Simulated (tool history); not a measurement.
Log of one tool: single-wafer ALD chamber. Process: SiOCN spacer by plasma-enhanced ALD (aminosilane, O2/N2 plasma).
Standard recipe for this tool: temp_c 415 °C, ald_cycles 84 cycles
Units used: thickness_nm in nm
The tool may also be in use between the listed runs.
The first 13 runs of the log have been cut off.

run	hour	temp_c	ald_cycles	read-back reference wafer on the same gauge, thickness_nm	thickness_nm
14	899.3	410	76	5.153	4.378
15	958.4	410	76	5.154	4.351
16	1011.7	410	76	5.15	4.36
17	1101.2	415	84	5.148	4.748
18	1176.6	415	84	5.147	4.747
19	1235.1	429	84	5.144	4.525
# hour 1260.2: thermocouple changed; heater temperature recalibrated
20	1309.3	415	84	5.141	4.745
21	1401.6	406	78	5.137	4.516
22	1463.7	403	93	5.134	5.453
23	1555.7	409	91	5.132	5.244
24	1653.2	415	84	5.128	4.729
# hour 1654.2: gauge calibrated
25	1943.5	420	84	5.188	4.695
26	2025	415	84	5.183	4.794
27	2076.4	415	84	5.183	4.784
28	2144	403	89	5.181	5.265
29	2232.8	408	74	5.178	4.297
30	2313.4	427	98	5.175	5.342
# hour 2330.9: thermocouple changed; heater temperature recalibrated
31	2392.7	427	91	5.172	4.973
32	2438.5	428	89	5.172	4.822

Forecast run 33:
33	2479.9	410	79	?	?

Logged for run 33: read-back reference wafer on the same gauge, thickness_nm 5.169, thickness_nm 4.558 nm.
Without the tool's hidden state the same run would have given thickness_nm 4.576 nm.
